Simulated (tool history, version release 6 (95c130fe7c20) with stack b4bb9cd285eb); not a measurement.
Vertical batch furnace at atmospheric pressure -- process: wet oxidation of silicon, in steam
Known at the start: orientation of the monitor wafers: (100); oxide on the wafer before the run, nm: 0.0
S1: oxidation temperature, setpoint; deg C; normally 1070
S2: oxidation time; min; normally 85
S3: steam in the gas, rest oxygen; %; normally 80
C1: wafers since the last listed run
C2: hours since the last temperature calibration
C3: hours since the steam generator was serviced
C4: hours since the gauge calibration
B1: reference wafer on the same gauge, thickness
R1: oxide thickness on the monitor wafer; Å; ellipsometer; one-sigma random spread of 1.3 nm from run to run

run,day,S1,S2,S3,C1,C2,C3,C4,B1,R1
1,0,1070,85,80,0,1847.2,2191.7,8.7,709.92,6029.5
2,0.362,1070,85,80,86,1855.9,2200.4,17.4,710.08,6033.2
3,1.346,1070,85,80,234,1879.5,2224,41,710.13,6038.9
4,2.358,1070,85,80,241,1903.8,2248.3,65.3,709.94,6021.9
5,3.321,1070,85,80,229,1926.9,2271.4,88.4,709.82,6027.2
6,3.842,1070,85,80,124,1939.4,2283.9,100.9,710.12,6029
7,4.592,1070,85,84,178,1957.4,2301.9,118.9,709.97,6199.6
8,5.567,1070,85,84,232,1980.8,2325.3,142.3,709.98,6212.8
9,6.45,1070,85,84,210,2002,2346.5,163.5,710.01,6190.1
10,7.071,1070,85,71,148,2016.9,2361.4,178.4,709.78,5602.4
11,7.596,1070,85,71,125,2029.5,2374,191,709.88,5629.8
12,8.258,1070,85,72,158,2045.4,2389.9,206.9,709.87,5667.6
13,9.142,1070,67.5,80,210,2066.6,2411.1,228.1,710.1,5267.5
14,9.917,1062,85,80,184,2085.2,2429.7,246.7,709.7,5792.8
15,10.488,1070,85,80,136,2098.9,2443.4,260.4,710.02,6018.3
# day 11.583: thermocouples replaced and temperature profile calibrated
16,11.604,1091,105,75,27,0.5,2470.2,287.2,710.13,7165.6
17,11.85,1070,108.5,80,58,6.4,2476.1,293.1,710.01,6933.6
# day 14.125: steam generator serviced
18,14.146,1070,85,80,309,61.5,0.5,348.2,709.81,6335.9
19,14.717,1070,85,72,136,75.2,14.2,361.9,709.85,5991.4
20,15.121,1046,115,80,96,84.9,23.9,371.6,710.09,6758.3
21,15.675,1070,85,89,132,98.2,37.2,384.9,709.94,6737.1
22,16.204,1070,85,85,126,110.9,49.9,397.6,709.83,6561.8
# day 16.329: gauge calibrated
23,16.717,1070,73,85,122,123.2,62.2,9.3,710.05,5989.8
24,17.229,1070,85,80,122,135.5,74.5,21.6,709.91,6333.1
25,17.883,1070,85,80,156,151.2,90.2,37.3,710.16,6304
26,18.708,1046,44,80,196,171,110,57.1,710.07,3734.8
27,19.55,1085,48.5,76,200,191.2,130.2,77.3,709.95,4708.7
28,19.988,1070,85,80,104,201.7,140.7,87.8,710.07,6320.6
29,20.721,1070,85,80,174,219.3,158.3,105.4,709.97,6306.6
30,21.171,1079,85,80,107,230.1,169.1,116.2,709.93,6536.7

Hidden condition of the tool, last listed run before each entry between runs versus first listed run after:
Run 15 -> run 16: thermocouples replaced and temperature profile calibrated (day 11.583)
  steam share off its setpoint, % of the setpoint: -8.89 -> -8.9
  what was measured, less what the result would be without the hidden state, R1: -332.7 -> -381.5 Å
Run 17 -> run 18: steam generator serviced (day 14.125)
  steam share off its setpoint, % of the setpoint: -8.91 -> -0.0749
  what was measured, less what the result would be without the hidden state, R1: -378 -> -2.7 Å
Run 22 -> run 23: gauge calibrated (day 16.329)
  steam share off its setpoint, % of the setpoint: -0.589 -> -0.713
  what was measured, less what the result would be without the hidden state, R1: -22.3 -> -24.9 Å
